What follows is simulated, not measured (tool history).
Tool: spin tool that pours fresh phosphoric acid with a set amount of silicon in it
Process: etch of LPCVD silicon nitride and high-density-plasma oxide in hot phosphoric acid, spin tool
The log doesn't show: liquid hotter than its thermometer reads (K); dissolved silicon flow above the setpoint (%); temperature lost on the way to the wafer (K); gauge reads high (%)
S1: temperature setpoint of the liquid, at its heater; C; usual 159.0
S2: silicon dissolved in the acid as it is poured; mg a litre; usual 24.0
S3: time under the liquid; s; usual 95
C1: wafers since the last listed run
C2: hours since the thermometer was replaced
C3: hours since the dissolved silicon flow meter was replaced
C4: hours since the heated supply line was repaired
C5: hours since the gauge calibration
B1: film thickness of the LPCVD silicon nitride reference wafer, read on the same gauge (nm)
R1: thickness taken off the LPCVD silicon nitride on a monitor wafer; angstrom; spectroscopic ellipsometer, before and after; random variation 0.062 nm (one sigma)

Run 1, hour 0.0: usual settings but S1 160.0 C, S2 15.5 mg a litre, S3 80 s; C1 0; C2 17.0; C3 1667.7; C4 64.2; C5 136.6; B1 110.03. Result: R1 74.7 angstrom.
Run 2, hour 6.9: usual settings but S1 160.5 C, S3 65 s; C1 55; C2 23.9; C3 1674.6; C4 71.1; C5 143.5; B1 110.00. Result: R1 61.3 angstrom.
Run 3, hour 14.7: usual settings; C1 63; C2 31.7; C3 1682.4; C4 78.9; C5 151.3; B1 110.01. Result: R1 85.7 angstrom.
Run 4, hour 27.0: usual settings but S2 37.0 mg a litre, S3 55 s; C1 99; C2 44.0; C3 1694.7; C4 91.2; C5 163.6; B1 110.03. Result: R1 49.1 angstrom.
Run 5, hour 41.0: usual settings but S1 157.5 C, S2 31.0 mg a litre, S3 140 s; C1 113; C2 58.0; C3 1708.7; C4 105.2; C5 177.6; B1 110.03. Result: R1 119.4 angstrom.
Run 6, hour 49.5: usual settings but S1 160.0 C, S2 42.0 mg a litre, S3 125 s; C1 68; C2 66.5; C3 1717.2; C4 113.7; C5 186.1; B1 110.04. Result: R1 117.1 angstrom.
Run 7, hour 91.7: usual settings but S1 161.0 C, S2 10.0 mg a litre, S3 120 s; C1 342; C2 108.7; C3 1759.4; C4 155.9; C5 228.3; B1 109.99. Result: R1 114.4 angstrom.
At hour 99.5: dissolved silicon flow meter replaced.
Run 8, hour 106.5: usual settings but S1 161.0 C, S2 10.0 mg a litre, S3 120 s; C1 111; C2 123.5; C3 7.0; C4 170.7; C5 243.1; B1 110.03. Result: R1 114.6 angstrom.
Run 9, hour 124.0: usual settings but S1 156.5 C, S3 40 s; C1 141; C2 141.0; C3 24.5; C4 188.2; C5 260.6; B1 110.02. Result: R1 32.8 angstrom.
Run 10, hour 140.2: usual settings but S2 9.0 mg a litre, S3 120 s; C1 131; C2 157.2; C3 40.7; C4 204.4; C5 276.8; B1 109.95. Result: R1 105.3 angstrom.
Run 11, hour 147.4: usual settings; C1 58; C2 164.4; C3 47.9; C4 211.6; C5 284.0; B1 110.01. Result: R1 84.8 angstrom.
Run 12, hour 157.6: usual settings; C1 82; C2 174.6; C3 58.1; C4 221.8; C5 294.2; B1 109.96. Result: R1 83.5 angstrom.
Run 13, hour 171.0: usual settings but S1 160.5 C, S2 15.0 mg a litre; C1 108; C2 188.0; C3 71.5; C4 235.2; C5 307.6; B1 109.97. Result: R1 87.7 angstrom.
At hour 172.6: gauge calibrated.
Run 14, hour 181.6: usual settings but S1 158.0 C, S2 8.5 mg a litre, S3 115 s; C1 85; C2 198.6; C3 82.1; C4 245.8; C5 9.0; B1 110.01. Result: R1 99.0 angstrom.
Run 15, hour 198.6: usual settings but S1 160.5 C, S3 40 s; C1 137; C2 215.6; C3 99.1; C4 262.8; C5 26.0; B1 110.01. Result: R1 36.8 angstrom.
Run 16, hour 210.2: usual settings but S1 156.5 C, S2 16.0 mg a litre; C1 94; C2 227.2; C3 110.7; C4 274.4; C5 37.6; B1 109.99. Result: R1 78.0 angstrom.
Run 17, hour 223.2: usual settings but S2 34.5 mg a litre; C1 105; C2 240.2; C3 123.7; C4 287.4; C5 50.6; B1 110.00. Result: R1 84.3 angstrom.
Run 18, hour 236.2: usual settings; C1 105; C2 253.2; C3 136.7; C4 300.4; C5 63.6; B1 110.04. Result: R1 83.2 angstrom.
Run 19, hour 249.5: usual settings but S1 161.5 C, S2 31.5 mg a litre, S3 110 s; C1 107; C2 266.5; C3 150.0; C4 313.7; C5 76.9; B1 109.97. Result: R1 105.7 angstrom.
Run 20, hour 255.9: usual settings but S1 160.5 C, S2 40.0 mg a litre, S3 75 s; C1 51; C2 272.9; C3 156.4; C4 320.1; C5 83.3; B1 110.01. Result: R1 69.2 angstrom.
Run 21, hour 265.6: usual settings but S2 36.0 mg a litre, S3 70 s; C1 78; C2 282.6; C3 166.1; C4 329.8; C5 93.0; B1 110.00. Result: R1 60.7 angstrom.

4 ways to go on from here, each from the tool as it stands after run 21. What would each give?
Run A, hour 266.0: usual settings; C1 3; C2 283.0; C3 166.5; C4 330.2; C5 93.4; B1 ?. Result: R1 ?.
Run B, hour 266.0: usual settings but S3 50 s; C1 3; C2 283.0; C3 166.5; C4 330.2; C5 93.4; B1 ?. Result: R1 ?.
Run C, hour 266.0: usual settings but S1 161.5 C, S2 10.0 mg a litre, S3 80 s; C1 3; C2 283.0; C3 166.5; C4 330.2; C5 93.4; B1 ?. Result: R1 ?.
Run D, hour 266.0: usual settings but S3 140 s; C1 3; C2 283.0; C3 166.5; C4 330.2; C5 93.4; B1 ?. Result: R1 ?.

run      B1     R1
  A  109.96   83.3
  B  109.96   43.8
  C  109.96   76.3
  D  109.96  122.8
Without the tool's hidden state the same runs would have given:
run     R1
  A   88.3
  B   46.5
  C   80.9
  D  130.1
